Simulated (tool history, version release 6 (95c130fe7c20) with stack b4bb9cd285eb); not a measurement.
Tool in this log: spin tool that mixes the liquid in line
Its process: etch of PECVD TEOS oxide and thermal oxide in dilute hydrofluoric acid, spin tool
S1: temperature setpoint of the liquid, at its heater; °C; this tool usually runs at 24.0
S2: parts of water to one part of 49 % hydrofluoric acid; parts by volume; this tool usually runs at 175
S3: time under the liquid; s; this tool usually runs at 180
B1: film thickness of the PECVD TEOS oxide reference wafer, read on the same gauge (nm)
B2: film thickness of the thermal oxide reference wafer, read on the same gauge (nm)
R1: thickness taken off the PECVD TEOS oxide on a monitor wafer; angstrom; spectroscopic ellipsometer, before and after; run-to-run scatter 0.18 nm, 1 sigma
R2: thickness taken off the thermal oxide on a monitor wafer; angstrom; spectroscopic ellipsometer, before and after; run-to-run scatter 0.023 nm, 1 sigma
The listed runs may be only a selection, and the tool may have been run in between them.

Run 1, day 0.000: usual settings; B1 40.01; B2 109.981. Result: R1 224.0 angstrom, R2 38.25 angstrom.
Run 2, day 2.454: usual settings; B1 40.02; B2 109.999. Result: R1 225.9 angstrom, R2 38.57 angstrom.
Run 3, day 4.312: usual settings but S2 240 parts by volume, S3 215 s; B1 40.00; B2 110.007. Result: R1 182.1 angstrom, R2 31.33 angstrom.
Run 4, day 6.746: usual settings but S1 27.5 °C, S2 265 parts by volume, S3 290 s; B1 40.01; B2 109.999. Result: R1 248.4 angstrom, R2 42.58 angstrom.
Run 5, day 11.062: usual settings; B1 39.99; B2 109.997. Result: R1 224.1 angstrom, R2 38.36 angstrom.
Run 6, day 15.167: usual settings but S1 20.5 °C, S2 110 parts by volume, S3 210 s; B1 40.00; B2 110.011. Result: R1 386.4 angstrom, R2 65.76 angstrom.
Run 7, day 16.962: usual settings but S1 22.5 °C, S2 125 parts by volume, S3 215 s; B1 40.04; B2 110.001. Result: R1 372.4 angstrom, R2 63.58 angstrom.
Run 8, day 20.733: usual settings but S2 235 parts by volume, S3 85 s; B1 40.00; B2 109.998. Result: R1 73.5 angstrom, R2 12.62 angstrom.
Run 9, day 23.167: usual settings; B1 39.98; B2 110.016. Result: R1 222.6 angstrom, R2 37.88 angstrom.
Run 10, day 25.738: usual settings but S1 26.5 °C, S2 120 parts by volume; B1 39.98; B2 110.014. Result: R1 381.6 angstrom, R2 65.04 angstrom.
Run 11, day 29.746: usual settings but S1 19.5 °C, S2 145 parts by volume, S3 220 s; B1 40.00; B2 110.009. Result: R1 279.7 angstrom, R2 48.12 angstrom.
Run 12, day 33.479: usual settings; B1 40.02; B2 110.005. Result: R1 221.4 angstrom, R2 37.83 angstrom.
Run 13, day 37.208: usual settings but S1 28.0 °C; B1 40.01; B2 109.988. Result: R1 255.2 angstrom, R2 43.78 angstrom.
Run 14, day 38.817: usual settings but S2 140 parts by volume, S3 100 s; B1 39.98; B2 110.013. Result: R1 174.4 angstrom, R2 30.07 angstrom.
Run 15, day 42.562: usual settings but S1 20.5 °C, S2 200 parts by volume, S3 105 s; B1 40.01; B2 110.004. Result: R1 106.5 angstrom, R2 18.30 angstrom.
Run 16, day 44.967: usual settings but S1 26.5 °C, S3 275 s; B1 39.99; B2 109.987. Result: R1 407.0 angstrom, R2 69.58 angstrom.
Run 17, day 47.379: usual settings but S1 20.0 °C, S2 140 parts by volume, S3 220 s; B1 40.01; B2 110.006. Result: R1 329.4 angstrom, R2 56.30 angstrom.
Run 18, day 51.871: usual settings but S1 26.5 °C, S3 230 s; B1 40.03; B2 110.001. Result: R1 338.3 angstrom, R2 58.09 angstrom.
Run 19, day 55.304: usual settings but S1 22.5 °C, S2 130 parts by volume, S3 225 s; B1 40.02; B2 110.003. Result: R1 399.9 angstrom, R2 69.07 angstrom.
Run 20, day 58.379: usual settings but S1 19.5 °C, S3 245 s; B1 40.02; B2 110.018. Result: R1 273.3 angstrom, R2 47.04 angstrom.
Run 21, day 61.400: usual settings but S1 20.5 °C, S2 250 parts by volume, S3 115 s; B1 40.03; B2 109.999. Result: R1 86.4 angstrom, R2 14.87 angstrom.
Run 22, day 64.425: usual settings; B1 40.02; B2 110.007. Result: R1 237.7 angstrom, R2 40.88 angstrom.
Run 23, day 66.938: usual settings but S1 28.5 °C, S3 95 s; B1 39.99; B2 109.998. Result: R1 149.5 angstrom, R2 25.61 angstrom.
Run 24, day 71.054: usual settings but S1 28.0 °C, S2 215 parts by volume, S3 260 s; B1 40.04; B2 110.002. Result: R1 311.9 angstrom, R2 52.94 angstrom.
Run 25, day 74.058: usual settings; B1 39.99; B2 109.993. Result: R1 237.6 angstrom, R2 40.57 angstrom.

Missing from the log above: 3 entries noted between runs. For each, name the pair of listed runs it sits between and say how the tool's hidden condition differs from the listed run just before to the listed run just after:
Logged between run 9 and run 10: gauge calibrated (day 25.675)
  liquid colder than its thermometer reads (K): 2.62 -> 2.67
  measured minus no-state result, R1: -23.4 -> -41.4 angstrom; R2: -3.98 -> -7.06 angstrom
Logged between run 13 and run 14: thermometer replaced (day 38.321)
  liquid colder than its thermometer reads (K): 2.92 -> 0.0399
  measured minus no-state result, R1: -28.7 -> -0.2 angstrom; R2: -4.93 -> -0.05 angstrom
Logged between run 15 and run 16: hydrofluoric acid flow meter replaced (day 43.283)
  liquid colder than its thermometer reads (K): 0.121 -> 0.173
  measured minus no-state result, R1: -0.5 -> -2.5 angstrom; R2: -0.08 -> -0.43 angstrom
